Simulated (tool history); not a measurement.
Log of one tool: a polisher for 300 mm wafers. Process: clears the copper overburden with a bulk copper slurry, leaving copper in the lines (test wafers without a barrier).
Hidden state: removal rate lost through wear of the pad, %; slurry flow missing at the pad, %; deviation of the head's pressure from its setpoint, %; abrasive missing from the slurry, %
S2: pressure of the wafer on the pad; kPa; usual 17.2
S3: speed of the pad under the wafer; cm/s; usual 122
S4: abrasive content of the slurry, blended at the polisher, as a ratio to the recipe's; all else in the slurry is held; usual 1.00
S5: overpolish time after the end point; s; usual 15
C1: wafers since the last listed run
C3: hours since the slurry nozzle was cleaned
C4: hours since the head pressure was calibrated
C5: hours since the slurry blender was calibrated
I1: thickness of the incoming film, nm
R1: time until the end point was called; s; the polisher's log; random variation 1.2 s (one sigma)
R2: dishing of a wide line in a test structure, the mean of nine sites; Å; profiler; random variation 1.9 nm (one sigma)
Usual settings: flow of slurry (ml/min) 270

Run 1, hour 0.0: usual settings; C1 0; wafers polished on this pad 1399; C3 460.8; C4 428.3; C5 366.3; I1 913.2. Result: R1 93.6 s, R2 692 Å.
Run 2, hour 19.0: usual settings; C1 196; wafers polished on this pad 1595; C3 479.8; C4 447.3; C5 385.3; I1 910.1. Result: R1 94.6 s, R2 724 Å.
Run 3, hour 39.7: usual settings but flow of slurry (ml/min) 215; C1 214; wafers polished on this pad 1809; C3 500.5; C4 468.0; C5 406.0; I1 923.6. Result: R1 101.4 s, R2 705 Å.
At hour 45.2: slurry blender recalibrated.
Run 4, hour 63.5: usual settings but flow of slurry (ml/min) 215; C1 225; wafers polished on this pad 2035; C3 524.3; C4 491.8; C5 18.3; I1 891.0. Result: R1 87.2 s, R2 771 Å.
Run 5, hour 91.3: usual settings but S5 11 s; C1 287; wafers polished on this pad 2322; C3 552.1; C4 519.6; C5 46.1; I1 911.6. Result: R1 87.1 s, R2 625 Å.
Run 6, hour 112.3: usual settings but S5 11 s; C1 217; wafers polished on this pad 2540; C3 573.1; C4 540.6; C5 67.1; I1 898.3. Result: R1 85.7 s, R2 620 Å.
At hour 120.0: worn pad replaced by a new one.
Run 7, hour 220.2: usual settings but S5 11 s; C1 1074; wafers polished on this pad 1035; C3 681.0; C4 648.5; C5 175.0; I1 905.9. Result: R1 86.8 s, R2 602 Å.
Run 8, hour 246.6: usual settings; C1 273; wafers polished on this pad 1308; C3 707.4; C4 674.9; C5 201.4; I1 920.4. Result: R1 90.5 s, R2 737 Å.
Run 9, hour 278.2: usual settings; C1 326; wafers polished on this pad 1635; C3 739.0; C4 706.5; C5 233.0; I1 904.2. Result: R1 88.8 s, R2 750 Å.
Run 10, hour 298.6: usual settings but S5 11 s; C1 210; wafers polished on this pad 1846; C3 759.4; C4 726.9; C5 253.4; I1 902.1. Result: R1 88.9 s, R2 611 Å.
At hour 321.9: head pressure recalibrated.
At hour 327.0: worn pad replaced by a new one.
Run 11, hour 332.5: usual settings but S2 19.3 kPa, S3 154 cm/s, S4 1.10, S5 10 s; C1 288; wafers polished on this pad 57; C3 793.3; C4 10.6; C5 287.3; I1 891.0. Result: R1 68.0 s, R2 700 Å.
Run 12, hour 352.5: usual settings but flow of slurry (ml/min) 355, S5 23 s; C1 206; wafers polished on this pad 264; C3 813.3; C4 30.6; C5 307.3; I1 915.0. Result: R1 92.2 s, R2 932 Å.
Run 13, hour 385.2: usual settings but S3 150 cm/s, S4 0.75; C1 338; wafers polished on this pad 602; C3 846.0; C4 63.3; C5 340.0; I1 921.3. Result: R1 88.9 s, R2 758 Å.
At hour 392.5: slurry nozzle cleaned.
Run 14, hour 402.9: usual settings but S2 22.8 kPa; C1 172; wafers polished on this pad 774; C3 10.4; C4 81.0; C5 357.7; I1 925.8. Result: R1 76.5 s, R2 875 Å.
Run 15, hour 437.7: usual settings but flow of slurry (ml/min) 200, S2 19.3 kPa, S3 104 cm/s, S4 0.85; C1 359; wafers polished on this pad 1134; C3 45.2; C4 115.8; C5 392.5; I1 901.5. Result: R1 104.6 s, R2 674 Å.
At hour 450.6: slurry blender recalibrated.
Run 16, hour 462.6: usual settings but flow of slurry (ml/min) 295; C1 236; wafers polished on this pad 1371; C3 70.1; C4 140.7; C5 12.0; I1 911.8. Result: R1 87.3 s, R2 743 Å.
Run 17, hour 479.1: usual settings; C1 170; wafers polished on this pad 1542; C3 86.6; C4 157.2; C5 28.5; I1 904.5. Result: R1 88.5 s, R2 777 Å.
Run 18, hour 506.7: usual settings; C1 285; wafers polished on this pad 1827; C3 114.2; C4 184.8; C5 56.1; I1 909.6. Result: R1 88.0 s, R2 762 Å.
At hour 520.2: worn pad replaced by a new one.
Run 19, hour 523.8: usual settings; C1 135; wafers polished on this pad 37; C3 131.3; C4 201.9; C5 73.2; I1 908.2. Result: R1 86.5 s, R2 755 Å.
Run 20, hour 549.0: usual settings but S2 22.8 kPa, S4 1.15; C1 260; wafers polished on this pad 297; C3 156.5; C4 227.1; C5 98.4; I1 915.6. Result: R1 70.3 s, R2 845 Å.
Run 21, hour 570.1: usual settings but flow of slurry (ml/min) 345, S3 154 cm/s; C1 218; wafers polished on this pad 516; C3 177.6; C4 248.2; C5 119.5; I1 910.7. Result: R1 74.2 s, R2 812 Å.
Run 22, hour 598.6: usual settings; C1 294; wafers polished on this pad 810; C3 206.1; C4 276.7; C5 148.0; I1 910.2. Result: R1 90.0 s, R2 726 Å.
Run 23, hour 622.2: usual settings; C1 244; wafers polished on this pad 1054; C3 229.7; C4 300.3; C5 171.6; I1 919.0. Result: R1 91.4 s, R2 744 Å.
Run 24, hour 642.5: usual settings but flow of slurry (ml/min) 345, S3 144 cm/s, S4 1.15; C1 209; wafers polished on this pad 1264; C3 250.0; C4 320.6; C5 191.9; I1 913.0. Result: R1 75.8 s, R2 801 Å.
Run 25, hour 657.9: usual settings but S2 15.2 kPa; C1 159; wafers polished on this pad 1424; C3 265.4; C4 336.0; C5 207.3; I1 902.4. Result: R1 97.4 s, R2 658 Å.
Run 26, hour 691.7: usual settings; C1 349; wafers polished on this pad 1773; C3 299.2; C4 369.8; C5 241.1; I1 917.9. Result: R1 91.4 s, R2 745 Å.
Run 27, hour 708.0: usual settings but S2 20.7 kPa; C1 168; wafers polished on this pad 1942; C3 315.5; C4 386.1; C5 257.4; I1 901.1. Result: R1 81.7 s, R2 817 Å.

Forecast run 28:
Run 28, hour 726.4: usual settings but flow of slurry (ml/min) 365; C1 190; wafers polished on this pad 2132; C3 333.9; C4 404.5; C5 275.8; I1 900.9. Result: R1 ?, R2 ?.

{"run 28": {"R1": 90.9, "R2": 720}}
Without the tool's hidden state the same run would have given R1 85.4 s, R2 746 Å.
